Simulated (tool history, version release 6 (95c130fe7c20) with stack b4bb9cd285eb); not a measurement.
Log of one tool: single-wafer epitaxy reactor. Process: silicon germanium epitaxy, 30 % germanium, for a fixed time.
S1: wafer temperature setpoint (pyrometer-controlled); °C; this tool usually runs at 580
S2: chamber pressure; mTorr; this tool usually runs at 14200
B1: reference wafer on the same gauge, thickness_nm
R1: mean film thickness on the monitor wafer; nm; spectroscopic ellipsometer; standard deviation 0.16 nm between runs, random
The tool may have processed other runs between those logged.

{"run": 1, "hour": 0.0, "S1": 580, "S2": 14200, "B1": 43.775, "R1": 38.305}
{"run": 2, "hour": 50.1, "S1": 580, "S2": 14200, "B1": 43.719, "R1": 37.849}
{"run": 3, "hour": 112.5, "S1": 580, "S2": 14200, "B1": 43.817, "R1": 38.117}
{"run": 4, "hour": 154.1, "S1": 580, "S2": 14200, "B1": 43.803, "R1": 38.364}
{"run": 5, "hour": 191.0, "S1": 574, "S2": 14200, "B1": 43.787, "R1": 34.476}
{"run": 6, "hour": 227.8, "S1": 576, "S2": 14200, "B1": 43.713, "R1": 35.88}
{"run": 7, "hour": 288.2, "S1": 576, "S2": 14200, "B1": 43.831, "R1": 35.594}
{"run": 8, "hour": 347.9, "S1": 576, "S2": 14200, "B1": 43.727, "R1": 35.739}
{"hour": 423.9, "done": "gauge calibrated"}
{"hour": 444.2, "done": "showerhead replaced"}
{"hour": 458.9, "done": "capacitance manometer re-zeroed and calibrated"}
{"run": 9, "hour": 544.6, "S1": 580, "S2": 14200, "B1": 43.752, "R1": 37.312}
{"run": 10, "hour": 575.8, "S1": 580, "S2": 14200, "B1": 43.748, "R1": 36.943}
{"run": 11, "hour": 620.3, "S1": 571, "S2": 12600, "B1": 43.808, "R1": 29.879}
{"hour": 651.2, "done": "pyrometer calibrated"}
{"run": 12, "hour": 667.1, "S1": 588, "S2": 17000, "B1": 43.844, "R1": 46.66}
{"run": 13, "hour": 707.8, "S1": 591, "S2": 15700, "B1": 43.848, "R1": 47.185}
{"run": 14, "hour": 742.2, "S1": 580, "S2": 12600, "B1": 43.925, "R1": 35.049}
{"run": 15, "hour": 866.9, "S1": 580, "S2": 14200, "B1": 43.763, "R1": 37.686}
{"run": 16, "hour": 891.1, "S1": 576, "S2": 12500, "B1": 43.833, "R1": 32.789}
{"run": 17, "hour": 957.7, "S1": 586, "S2": 16900, "B1": 43.81, "R1": 45.8}

Run 18 is up next; what results do you expect?
{"run": 18, "hour": 982.7, "S1": 589, "S2": 15100, "B1": "?", "R1": "?"}

B1: 43.686
R1: 44.894 nm
Had the tool carried no hidden state, the very same run would have given R1 43.789 nm.
